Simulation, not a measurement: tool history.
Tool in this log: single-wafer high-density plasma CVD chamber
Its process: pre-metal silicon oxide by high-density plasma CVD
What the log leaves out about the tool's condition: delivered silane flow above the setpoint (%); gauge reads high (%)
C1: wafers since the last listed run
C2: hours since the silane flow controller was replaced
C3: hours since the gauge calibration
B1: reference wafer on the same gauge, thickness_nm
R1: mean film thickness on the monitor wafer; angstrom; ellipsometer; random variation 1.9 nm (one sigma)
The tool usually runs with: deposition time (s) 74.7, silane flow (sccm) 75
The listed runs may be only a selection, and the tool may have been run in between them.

Run 1, hour 0: usual settings; C1 0; C2 5.8; C3 642.6; B1 493.295. Result: R1 5297.87 angstrom.
Run 2, hour 64.2: usual settings but silane flow (sccm) 70; C1 1393; C2 70; C3 706.8; B1 494.093. Result: R1 4970.47 angstrom.
Run 3, hour 159: usual settings but silane flow (sccm) 70; C1 2058; C2 164.8; C3 801.6; B1 494.51. Result: R1 4970.83 angstrom.
Run 4, hour 256.9: usual settings; C1 2125; C2 262.7; C3 899.5; B1 493.294. Result: R1 5322.06 angstrom.
Run 5, hour 334.2: usual settings; C1 1678; C2 340; C3 976.8; B1 494.074. Result: R1 5348.79 angstrom.
Run 6, hour 412.6: usual settings; C1 1702; C2 418.4; C3 1055.2; B1 493.645. Result: R1 5330.67 angstrom.
Run 7, hour 511.8: usual settings but deposition time (s) 79.6; C1 2153; C2 517.6; C3 1154.4; B1 494.082. Result: R1 5665.11 angstrom.
Run 8, hour 566.4: usual settings but deposition time (s) 79.6; C1 1185; C2 572.2; C3 1209; B1 493.825. Result: R1 5692.71 angstrom.
Run 9, hour 660.8: usual settings but deposition time (s) 79.6; C1 2049; C2 666.6; C3 1303.4; B1 493.558. Result: R1 5713.39 angstrom.
Run 10, hour 737.2: usual settings but deposition time (s) 78.6; C1 1658; C2 743; C3 1379.8; B1 495.025. Result: R1 5651.53 angstrom.
Run 11, hour 836.4: usual settings but deposition time (s) 64.2; C1 2153; C2 842.2; C3 1479; B1 494.087. Result: R1 4618.39 angstrom.
At hour 840.8: gauge calibrated.
Run 12, hour 901.5: usual settings but deposition time (s) 64.2; C1 1413; C2 907.3; C3 60.7; B1 494.269. Result: R1 4667.55 angstrom.
Run 13, hour 967.1: usual settings; C1 1424; C2 972.9; C3 126.3; B1 493.99. Result: R1 5412.75 angstrom.

The next listed run, before its measurement:
Run 14, hour 1019.3: usual settings but deposition time (s) 65, silane flow (sccm) 87; C1 1133; C2 1025.1; C3 178.5; B1 ?. Result: R1 ?.

{"run 14": {"B1": 492.847, "R1": 5429.85}}
Minus the tool's unlogged condition, the same run would have read R1 5316.52 angstrom.
